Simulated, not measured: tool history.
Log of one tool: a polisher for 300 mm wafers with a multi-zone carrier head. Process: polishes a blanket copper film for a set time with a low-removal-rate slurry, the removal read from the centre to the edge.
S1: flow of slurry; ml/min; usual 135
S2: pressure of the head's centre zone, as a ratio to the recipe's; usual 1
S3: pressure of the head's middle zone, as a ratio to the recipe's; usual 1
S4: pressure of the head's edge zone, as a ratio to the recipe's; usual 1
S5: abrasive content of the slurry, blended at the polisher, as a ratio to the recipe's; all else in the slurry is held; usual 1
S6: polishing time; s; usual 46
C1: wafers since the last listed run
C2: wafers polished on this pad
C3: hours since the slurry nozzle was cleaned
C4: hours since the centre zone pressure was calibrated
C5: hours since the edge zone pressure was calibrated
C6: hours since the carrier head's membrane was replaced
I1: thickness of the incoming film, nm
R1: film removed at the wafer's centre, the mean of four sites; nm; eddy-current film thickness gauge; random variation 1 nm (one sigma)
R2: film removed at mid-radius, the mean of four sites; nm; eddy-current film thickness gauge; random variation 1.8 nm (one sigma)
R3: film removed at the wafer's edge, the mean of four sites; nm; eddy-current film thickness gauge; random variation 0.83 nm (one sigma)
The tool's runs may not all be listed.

| run | hour | S1 | S2 | S3 | S4 | S5 | S6 | C1 | C2 | C3 | C4 | C5 | C6 | I1 | R1 | R2 | R3 |
|---|---|---|---|---|---|---|---|---|---|---|---|---|---|---|---|---|---|
| 1 | 0 | 135 | 0.94 | 1 | 0.93 | 1.3 | 46 | 0 | 814 | 1.4 | 11.2 | 90.7 | 2106.8 | 1611 | 123.8 | 134.6 | 132.9 |
| 2 | 12.9 | 135 | 1 | 0.93 | 1 | 1 | 46 | 88 | 902 | 14.3 | 24.1 | 103.6 | 2119.7 | 1589.6 | 125.6 | 120.9 | 131.2 |
| 3 | 38.6 | 135 | 1 | 1.04 | 1 | 1 | 32 | 175 | 1078 | 40 | 49.8 | 129.3 | 2145.4 | 1596.4 | 86 | 90 | 90.4 |
| 4 | 61.7 | 135 | 0.92 | 1.03 | 1 | 1 | 46 | 157 | 1235 | 63.1 | 72.9 | 152.4 | 2168.5 | 1590.6 | 112.1 | 126.9 | 126.8 |
|  | 88.8 | worn pad replaced by a new one |
| 5 | 90.1 | 135 | 1 | 1 | 1 | 1 | 46 | 166 | 8 | 91.5 | 101.3 | 180.8 | 2196.9 | 1575.8 | 130.2 | 134.9 | 134.6 |
| 6 | 122.2 | 135 | 1 | 1 | 1 | 1 | 46 | 219 | 227 | 123.6 | 133.4 | 212.9 | 2229 | 1587 | 127 | 135.1 | 134.1 |
| 7 | 148.7 | 100 | 1 | 1 | 1 | 1 | 46 | 180 | 408 | 150.1 | 159.9 | 239.4 | 2255.5 | 1569.3 | 116 | 122 | 125.7 |
|  | 165.9 | carrier head's membrane replaced by a new one |
| 8 | 175.5 | 90 | 1 | 1.1 | 1 | 1 | 46 | 148 | 557 | 176.9 | 186.7 | 266.2 | 9.6 | 1595.5 | 109.1 | 121.7 | 121.9 |
| 9 | 197.8 | 135 | 1 | 1 | 1 | 1 | 46 | 152 | 709 | 199.2 | 209 | 288.5 | 31.9 | 1578.4 | 127.5 | 128.2 | 131.9 |
| 10 | 231.5 | 135 | 1 | 1 | 1 | 1 | 46 | 230 | 939 | 232.9 | 242.7 | 322.2 | 65.6 | 1593.4 | 122.2 | 127.2 | 130.5 |
| 11 | 255.6 | 135 | 1 | 1 | 1 | 1 | 46 | 164 | 1104 | 257 | 266.8 | 346.3 | 89.7 | 1602.8 | 121.8 | 122.4 | 127 |
| 12 | 289.3 | 135 | 1 | 1 | 0.95 | 1 | 39 | 230 | 1334 | 290.7 | 300.5 | 380 | 123.4 | 1603.9 | 102 | 105.4 | 102.8 |
|  | 309 | worn pad replaced by a new one |
| 13 | 309.5 | 135 | 0.91 | 0.94 | 1 | 0.75 | 50 | 110 | 3 | 310.9 | 320.7 | 400.2 | 143.6 | 1597.5 | 118.6 | 130.1 | 138.5 |
| 14 | 325 | 135 | 1 | 1 | 1 | 1 | 46 | 105 | 108 | 326.4 | 336.2 | 415.7 | 159.1 | 1557.4 | 125.5 | 131.7 | 132.1 |
| 15 | 356.3 | 135 | 1 | 1 | 1 | 1 | 34 | 213 | 322 | 357.7 | 367.5 | 447 | 190.4 | 1591.1 | 91.8 | 96.4 | 96.7 |
| 16 | 389.5 | 120 | 1 | 1 | 0.93 | 1 | 32 | 226 | 549 | 390.9 | 400.7 | 480.2 | 223.6 | 1583 | 83.7 | 86.8 | 85.2 |
| 17 | 419.7 | 135 | 1 | 1 | 1 | 1.25 | 46 | 206 | 755 | 421.1 | 430.9 | 510.4 | 253.8 | 1622.2 | 126 | 129 | 132.4 |
| 18 | 438.3 | 135 | 1.05 | 1 | 1 | 1 | 46 | 126 | 882 | 439.7 | 449.5 | 529 | 272.4 | 1564.3 | 125.6 | 123.9 | 126.7 |
| 19 | 469.8 | 135 | 1 | 1 | 1 | 1 | 46 | 214 | 1097 | 471.2 | 481 | 560.5 | 303.9 | 1573.8 | 117.1 | 122.6 | 125.4 |
| 20 | 483.1 | 135 | 1 | 1 | 1 | 1 | 31 | 90 | 1188 | 484.5 | 494.3 | 573.8 | 317.2 | 1605.8 | 79.3 | 78.8 | 83.6 |
| 21 | 499.6 | 175 | 1 | 1 | 1 | 1 | 55 | 112 | 1300 | 501 | 510.8 | 590.3 | 333.7 | 1579.7 | 146 | 154.7 | 153.2 |
|  | 513.7 | worn pad replaced by a new one |
| 22 | 533.2 | 135 | 1 | 1 | 1 | 1 | 46 | 202 | 132 | 534.6 | 544.4 | 623.9 | 367.3 | 1597.2 | 121.8 | 125.4 | 129.9 |

Forecast each of these 4 alternatives for the next run:
| A | 533.6 | 135 | 1 | 1 | 1 | 1 | 46 | 2 | 135 | 535 | 544.8 | 624.3 | 367.7 | 1566.6 | ? | ? | ? |
| B | 533.6 | 175 | 1.06 | 1 | 1 | 1 | 51 | 2 | 135 | 535 | 544.8 | 624.3 | 367.7 | 1566.6 | ? | ? | ? |
| C | 533.6 | 135 | 1 | 0.89 | 1 | 0.85 | 35 | 2 | 135 | 535 | 544.8 | 624.3 | 367.7 | 1566.6 | ? | ? | ? |
| D | 533.6 | 95 | 1 | 1 | 1 | 1 | 53 | 2 | 135 | 535 | 544.8 | 624.3 | 367.7 | 1566.6 | ? | ? | ? |

| run | R1 | R2 | R3 |
|---|---|---|---|
| A | 120.4 | 125.7 | 129.1 |
| B | 152.6 | 148.8 | 149.8 |
| C | 89.6 | 84.9 | 96.2 |
| D | 119.8 | 127.6 | 136.8 |
Without the tool's hidden state the same runs would have given:
| run | R1 | R2 | R3 |
|---|---|---|---|
| A | 129.9 | 134.6 | 135.8 |
| B | 162 | 157.1 | 156.3 |
| C | 96.7 | 90.9 | 101.2 |
| D | 133.3 | 140.1 | 145.9 |
